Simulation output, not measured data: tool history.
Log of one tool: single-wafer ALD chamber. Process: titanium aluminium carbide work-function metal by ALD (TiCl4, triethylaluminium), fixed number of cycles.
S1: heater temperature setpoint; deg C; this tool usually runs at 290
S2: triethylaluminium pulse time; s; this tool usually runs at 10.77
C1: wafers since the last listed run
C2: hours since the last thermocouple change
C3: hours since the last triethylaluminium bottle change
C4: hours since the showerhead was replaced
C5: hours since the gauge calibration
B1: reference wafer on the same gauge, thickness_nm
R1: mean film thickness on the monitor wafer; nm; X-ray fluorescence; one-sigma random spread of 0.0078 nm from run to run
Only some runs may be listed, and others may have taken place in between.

Run 1, hour 0: usual settings; C1 0; C2 375.9; C3 1284.3; C4 4917.3; C5 509; B1 2.201. Result: R1 1.803 nm.
Run 2, hour 32.9: usual settings; C1 520; C2 408.8; C3 1317.2; C4 4950.2; C5 541.9; B1 2.199. Result: R1 1.817 nm.
Run 3, hour 50.4: usual settings; C1 277; C2 426.3; C3 1334.7; C4 4967.7; C5 559.4; B1 2.199. Result: R1 1.804 nm.
Run 4, hour 65.6: usual settings but S1 294 deg C; C1 240; C2 441.5; C3 1349.9; C4 4982.9; C5 574.6; B1 2.2. Result: R1 1.843 nm.
Run 5, hour 85.4: usual settings; C1 313; C2 461.3; C3 1369.7; C4 5002.7; C5 594.4; B1 2.199. Result: R1 1.796 nm.
Run 6, hour 98: usual settings; C1 199; C2 473.9; C3 1382.3; C4 5015.3; C5 607; B1 2.198. Result: R1 1.801 nm.
Run 7, hour 130.7: usual settings; C1 517; C2 506.6; C3 1415; C4 5048; C5 639.7; B1 2.201. Result: R1 1.81 nm.
Run 8, hour 144.1: usual settings; C1 212; C2 520; C3 1428.4; C4 5061.4; C5 653.1; B1 2.199. Result: R1 1.805 nm.
Run 9, hour 162.2: usual settings; C1 286; C2 538.1; C3 1446.5; C4 5079.5; C5 671.2; B1 2.2. Result: R1 1.801 nm.
Run 10, hour 180.1: usual settings; C1 283; C2 556; C3 1464.4; C4 5097.4; C5 689.1; B1 2.201. Result: R1 1.791 nm.
Run 11, hour 201.5: usual settings but S1 298 deg C; C1 338; C2 577.4; C3 1485.8; C4 5118.8; C5 710.5; B1 2.201. Result: R1 1.872 nm.
Run 12, hour 233.1: usual settings; C1 500; C2 609; C3 1517.4; C4 5150.4; C5 742.1; B1 2.199. Result: R1 1.795 nm.
Run 13, hour 334.7: usual settings but S2 12.07 s; C1 1608; C2 710.6; C3 1619; C4 5252; C5 843.7; B1 2.2. Result: R1 1.836 nm.
At hour 361.2: triethylaluminium bottle replaced.
Run 14, hour 361.7: usual settings but S2 12.07 s; C1 300; C2 737.6; C3 0.5; C4 5279; C5 870.7; B1 2.199. Result: R1 1.934 nm.
Run 15, hour 388.3: usual settings but S2 12.07 s; C1 421; C2 764.2; C3 27.1; C4 5305.6; C5 897.3; B1 2.2. Result: R1 1.94 nm.
Run 16, hour 415.1: usual settings but S1 281 deg C; C1 424; C2 791; C3 53.9; C4 5332.4; C5 924.1; B1 2.2. Result: R1 1.834 nm.
Run 17, hour 432.5: usual settings but S1 281 deg C; C1 275; C2 808.4; C3 71.3; C4 5349.8; C5 941.5; B1 2.199. Result: R1 1.837 nm.
At hour 466.8: gauge calibrated.
At hour 471.6: thermocouple changed; heater temperature recalibrated.
Run 18, hour 472.1: usual settings but S2 14.53 s; C1 500; C2 0.5; C3 110.9; C4 5389.4; C5 5.3; B1 2.2. Result: R1 1.929 nm.
Run 19, hour 550.7: usual settings but S1 277 deg C, S2 8.38 s; C1 1244; C2 79.1; C3 189.5; C4 5468; C5 83.9; B1 2.199. Result: R1 1.667 nm.
Run 20, hour 584.6: usual settings but S1 286 deg C, S2 15.05 s; C1 536; C2 113; C3 223.4; C4 5501.9; C5 117.8; B1 2.2. Result: R1 1.905 nm.
Run 21, hour 608.1: usual settings but S1 279 deg C, S2 8.05 s; C1 372; C2 136.5; C3 246.9; C4 5525.4; C5 141.3; B1 2.2. Result: R1 1.661 nm.
At hour 630.8: showerhead replaced.
Run 22, hour 641.8: usual settings but S1 284 deg C, S2 7.11 s; C1 406; C2 170.2; C3 280.6; C4 11; C5 175; B1 2.2. Result: R1 1.62 nm.
Run 23, hour 659.7: usual settings but S1 281 deg C, S2 8.58 s; C1 283; C2 188.1; C3 298.5; C4 28.9; C5 192.9; B1 2.199. Result: R1 1.712 nm.
Run 24, hour 676.2: usual settings but S1 277 deg C, S2 7.42 s; C1 261; C2 204.6; C3 315; C4 45.4; C5 209.4; B1 2.199. Result: R1 1.578 nm.
Run 25, hour 709.6: usual settings but S2 13.96 s; C1 528; C2 238; C3 348.4; C4 78.8; C5 242.8; B1 2.198. Result: R1 1.925 nm.
Run 26, hour 739.7: usual settings but S1 295 deg C, S2 12.89 s; C1 476; C2 268.1; C3 378.5; C4 108.9; C5 272.9; B1 2.2. Result: R1 1.959 nm.
Run 27, hour 775.5: usual settings but S2 9.47 s; C1 566; C2 303.9; C3 414.3; C4 144.7; C5 308.7; B1 2.201. Result: R1 1.816 nm.
Run 28, hour 795.6: usual settings; C1 318; C2 324; C3 434.4; C4 164.8; C5 328.8; B1 2.2. Result: R1 1.877 nm.
Run 29, hour 830.3: usual settings but S1 284 deg C, S2 13.17 s; C1 549; C2 358.7; C3 469.1; C4 199.5; C5 363.5; B1 2.199. Result: R1 1.85 nm.
Run 30, hour 850.7: usual settings; C1 322; C2 379.1; C3 489.5; C4 219.9; C5 383.9; B1 2.199. Result: R1 1.868 nm.
Run 31, hour 879.1: usual settings but S1 297 deg C, S2 8.75 s; C1 449; C2 407.5; C3 517.9; C4 248.3; C5 412.3; B1 2.199. Result: R1 1.841 nm.
Run 32, hour 899.8: usual settings; C1 327; C2 428.2; C3 538.6; C4 269; C5 433; B1 2.202. Result: R1 1.854 nm.
Run 33, hour 921.6: usual settings but S1 285 deg C, S2 8.96 s; C1 345; C2 450; C3 560.4; C4 290.8; C5 454.8; B1 2.2. Result: R1 1.736 nm.
Run 34, hour 953.3: usual settings but S1 282 deg C, S2 13.59 s; C1 501; C2 481.7; C3 592.1; C4 322.5; C5 486.5; B1 2.2. Result: R1 1.857 nm.

Forecast each of these 3 alternatives for the next run:
Run A, hour 953.7: usual settings but S2 13.75 s; C1 6; C2 482.1; C3 592.5; C4 322.9; C5 486.9; B1 ?. Result: R1 ?.
Run B, hour 953.7: usual settings but S1 286 deg C, S2 11.93 s; C1 6; C2 482.1; C3 592.5; C4 322.9; C5 486.9; B1 ?. Result: R1 ?.
Run C, hour 953.7: usual settings but S1 303 deg C, S2 14.86 s; C1 6; C2 482.1; C3 592.5; C4 322.9; C5 486.9; B1 ?. Result: R1 ?.

run   B1     R1
  A  2.2  1.918
  B  2.2  1.851
  C  2.2  2.052
The same runs, with their run-to-run variation unchanged, on a tool lacking any hidden condition would have given:
run     R1
  A  1.922
  B  1.869
  C  2.052
